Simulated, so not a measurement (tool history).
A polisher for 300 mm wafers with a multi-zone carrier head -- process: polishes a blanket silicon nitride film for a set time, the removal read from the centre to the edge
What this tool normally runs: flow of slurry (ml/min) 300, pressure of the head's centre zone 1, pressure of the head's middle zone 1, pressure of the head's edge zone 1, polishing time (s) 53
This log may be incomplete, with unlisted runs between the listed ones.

| run | hour | flow of slurry (ml/min) | pressure of the head's centre zone | pressure of the head's middle zone | pressure of the head's edge zone | polishing time (s) | incoming thickness of the incoming film, nm | film removed at the wafer's centre (nm) | film removed at mid-radius (nm) | film removed at the wafer's edge (nm) |
|---|---|---|---|---|---|---|---|---|---|---|
| 1 | 0 | 300 | 1 | 1 | 1 | 53 | 544.7 | 133.6 | 128.1 | 126.5 |
|  | 23.5 | edge zone pressure recalibrated |
| 2 | 49 | 300 | 1 | 1 | 1 | 53 | 535.3 | 135.5 | 129.4 | 127.3 |
| 3 | 146 | 300 | 1 | 1 | 1 | 53 | 538.9 | 134.4 | 125.1 | 124.8 |
|  | 202.5 | slurry nozzle cleaned |
|  | 204 | centre zone pressure recalibrated |
| 4 | 252.8 | 300 | 1 | 1 | 1 | 53 | 546.8 | 143.4 | 125.3 | 127.5 |
|  | 300.1 | worn pad replaced by a new one |
| 5 | 326.8 | 300 | 1 | 1.03 | 1 | 53 | 541.3 | 147 | 128.2 | 126.9 |
| 6 | 406.4 | 260 | 1 | 1.05 | 1 | 53 | 548.6 | 144.7 | 128.3 | 123 |
| 7 | 452.5 | 260 | 1 | 1.05 | 1 | 53 | 540.2 | 141.7 | 125.1 | 124.7 |
| 8 | 534.5 | 260 | 1 | 1.05 | 1 | 53 | 537.3 | 147.2 | 127.8 | 122.3 |
|  | 554.9 | edge zone pressure recalibrated |
| 9 | 601.4 | 300 | 1 | 1 | 0.89 | 44 | 535.2 | 123.9 | 107.1 | 98.7 |
|  | 688.6 | slurry nozzle cleaned |
|  | 728.8 | centre zone pressure recalibrated, repeated, since the last time left the tool worse |
|  | 760.6 | worn pad replaced by a new one |
| 10 | 799.3 | 300 | 1.11 | 1 | 1.04 | 68 | 550.7 | 188.7 | 162.4 | 164.2 |
| 11 | 844.8 | 300 | 1 | 1 | 1 | 47 | 539.2 | 121.6 | 112.5 | 109.4 |
| 12 | 890.8 | 355 | 0.89 | 1 | 1 | 53 | 537.5 | 121.6 | 127.2 | 128.5 |
|  | 898.7 | carrier head's membrane replaced by a new one |
| 13 | 937.8 | 265 | 1 | 1 | 1 | 59 | 535.3 | 148.7 | 136.1 | 138.3 |
| 14 | 1030.5 | 300 | 0.94 | 1 | 1 | 53 | 535.1 | 125.6 | 124.3 | 125.3 |
|  | 1105.2 | edge zone pressure recalibrated |
| 15 | 1131.9 | 300 | 0.93 | 1 | 1 | 53 | 537.3 | 123 | 126 | 127.1 |
|  | 1162.6 | slurry nozzle cleaned |
|  | 1178.1 | worn pad replaced by a new one |
|  | 1197.7 | centre zone pressure recalibrated |
| 16 | 1232 | 300 | 1 | 1 | 1 | 53 | 536.7 | 129 | 125.9 | 127.9 |
| 17 | 1292.4 | 390 | 1 | 1 | 1.09 | 53 | 535.4 | 140.1 | 131.8 | 135.8 |
| 18 | 1399.5 | 300 | 1.1 | 0.95 | 0.89 | 58 | 540.9 | 159.1 | 139.5 | 129.1 |
| 19 | 1505.2 | 300 | 1 | 1 | 1 | 53 | 533.2 | 134.2 | 127.6 | 127.6 |
|  | 1593.7 | edge zone pressure recalibrated |
|  | 1647.2 | slurry nozzle cleaned |
|  | 1647.9 | worn pad replaced by a new one |
|  | 1658.9 | centre zone pressure recalibrated |
| 20 | 1774.9 | 300 | 1.1 | 1 | 1 | 53 | 537.2 | 149.3 | 129.4 | 125.2 |

Alternative continuations, all from the tool just after run 20; predict every row:
| A | 1775.3 | 300 | 1 | 1.06 | 1 | 53 | 539 | ? | ? | ? |
| B | 1775.3 | 355 | 1 | 1 | 1 | 53 | 539 | ? | ? | ? |
| C | 1775.3 | 300 | 1 | 0.89 | 1 | 40 | 539 | ? | ? | ? |
| D | 1775.3 | 250 | 0.95 | 1.03 | 1.06 | 53 | 539 | ? | ? | ? |
| E | 1775.3 | 260 | 1 | 1.06 | 1 | 53 | 539 | ? | ? | ? |

| run | film removed at the wafer's centre (nm) | film removed at mid-radius (nm) | film removed at the wafer's edge (nm) |
|---|---|---|---|
| A | 130.9 | 129 | 124.3 |
| B | 132.9 | 126.2 | 125.8 |
| C | 98.7 | 87.5 | 94 |
| D | 121.7 | 124.3 | 126 |
| E | 128.8 | 127.1 | 123 |
Take away the tool's hidden state, keep each run's random variation, and the runs would have read:
| run | film removed at the wafer's centre (nm) | film removed at mid-radius (nm) | film removed at the wafer's edge (nm) |
|---|---|---|---|
| A | 126.7 | 129 | 124.3 |
| B | 128.8 | 126.2 | 125.8 |
| C | 95.6 | 87.5 | 94 |
| D | 117.9 | 124.4 | 126 |
| E | 124.7 | 127.1 | 123 |

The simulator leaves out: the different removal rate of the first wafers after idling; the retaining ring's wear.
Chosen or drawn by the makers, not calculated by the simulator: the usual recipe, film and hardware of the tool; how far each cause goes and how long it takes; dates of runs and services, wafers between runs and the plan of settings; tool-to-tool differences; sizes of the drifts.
